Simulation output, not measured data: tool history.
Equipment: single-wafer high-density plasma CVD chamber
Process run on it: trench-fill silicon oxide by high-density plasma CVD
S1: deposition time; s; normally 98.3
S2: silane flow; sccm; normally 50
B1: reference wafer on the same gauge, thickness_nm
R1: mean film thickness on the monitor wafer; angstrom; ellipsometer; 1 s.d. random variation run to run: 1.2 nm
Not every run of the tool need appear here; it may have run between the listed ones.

| run | hour | S1 | S2 | B1 | R1 |
|---|---|---|---|---|---|
| 1 | 0 | 92.5 | 50 | 629.027 | 5194.2 |
| 2 | 76.7 | 92.5 | 50 | 628.974 | 5183.46 |
| 3 | 128.2 | 92.5 | 50 | 629.506 | 5200.09 |
| 4 | 182.8 | 98.3 | 50 | 629.018 | 5505.5 |
| 5 | 257 | 98.3 | 50 | 629.394 | 5549.33 |
| 6 | 320.6 | 106.4 | 44 | 628.802 | 5474.08 |
| 7 | 397.7 | 106.4 | 44 | 629.152 | 5479.86 |
| 8 | 495.5 | 106.4 | 44 | 628.912 | 5493.64 |
| 9 | 592.5 | 98.3 | 50 | 629.457 | 5551.95 |
| 10 | 761.9 | 98.3 | 50 | 629.108 | 5550.41 |
| 11 | 858.1 | 98.3 | 47 | 629.851 | 5339.21 |
| 12 | 918.8 | 92.9 | 50 | 628.919 | 5261.1 |
|  | 1076 | silane flow controller replaced |
| 13 | 1198.9 | 111.3 | 50 | 629.851 | 6036.93 |
| 14 | 1254.5 | 92.9 | 50 | 629.024 | 5054.58 |
| 15 | 1356.6 | 98.3 | 50 | 629.73 | 5349.4 |
|  | 1370.5 | gauge calibrated |
| 16 | 1598.6 | 98.3 | 47 | 629 | 5113.8 |
| 17 | 1700.2 | 105.1 | 59 | 628.771 | 6454.62 |
| 18 | 1776.7 | 112.4 | 46 | 628.881 | 5749.56 |
| 19 | 2002.5 | 82.5 | 43 | 628.555 | 4055.03 |
| 20 | 2051.9 | 113.5 | 59 | 629.385 | 7012.67 |

Run by run, hidden condition taken away, random variation retained:
The tool's hidden condition here consists of: delivered silane flow above the setpoint (%); gauge reads high (%).
| run | R1 |
|---|---|
| 1 | 4999.94 |
| 2 | 4985.83 |
| 3 | 4999.28 |
| 4 | 5290.04 |
| 5 | 5328.26 |
| 6 | 5252.71 |
| 7 | 5254.27 |
| 8 | 5262.42 |
| 9 | 5313.21 |
| 10 | 5302.91 |
| 11 | 5096.32 |
| 12 | 5018.78 |
| 13 | 6026.52 |
| 14 | 5043 |
| 15 | 5331.57 |
| 16 | 5084.16 |
| 17 | 6410.57 |
| 18 | 5705.87 |
| 19 | 4014.98 |
| 20 | 6939.93 |
